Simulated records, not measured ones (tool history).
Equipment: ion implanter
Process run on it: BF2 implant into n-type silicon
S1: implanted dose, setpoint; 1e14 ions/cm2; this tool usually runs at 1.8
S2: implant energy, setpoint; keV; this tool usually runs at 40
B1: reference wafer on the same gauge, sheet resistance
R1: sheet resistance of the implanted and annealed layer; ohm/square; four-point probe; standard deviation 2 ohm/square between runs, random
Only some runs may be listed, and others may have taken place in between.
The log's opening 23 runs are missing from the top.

run	hour	S1	S2	B1	R1
24	1978.8	1.8	40	529.88	573.25
# hour 2012.3: gauge calibrated
25	2054.7	1.51	33.5	530.64	665.46
26	2140.9	2.19	40	530.12	489.16
27	2223.2	1.8	40	530.01	572.88
28	2304.7	1.8	32.5	530.58	576.18
29	2383.9	1.33	53	530.17	684.13
30	2455.7	1.49	33.5	529.77	661.56
31	2518.4	2.1	45.5	530.16	493.27
# hour 2547.4: Faraday cup replaced and dose calibrated
32	2579.5	1.8	40	530.02	578.38
33	2667.3	2.13	49.5	529.88	496.63
34	2718.4	1.95	45	530.09	534.35
35	2815.2	1.8	47.5	530.01	560.8
36	2905.2	1.99	32.5	529.74	539.53

What if the next run were any one of these 5? Each begins from the tool's condition after run 36:
A	2905.6	1.8	40	?	?
B	2905.6	2.04	30.5	?	?
C	2905.6	1.36	47.5	?	?
D	2905.6	1.8	52	?	?
E	2905.6	1.65	35.5	?	?

run	B1	R1
A	529.95	569.5
B	529.95	527.66
C	529.95	686.22
D	529.95	553.23
E	529.95	615.83
Take away the tool's hidden state, keep each run's random variation, and the runs would have read:
run	R1
A	574.94
B	533.1
C	692.55
D	558.43
E	621.82
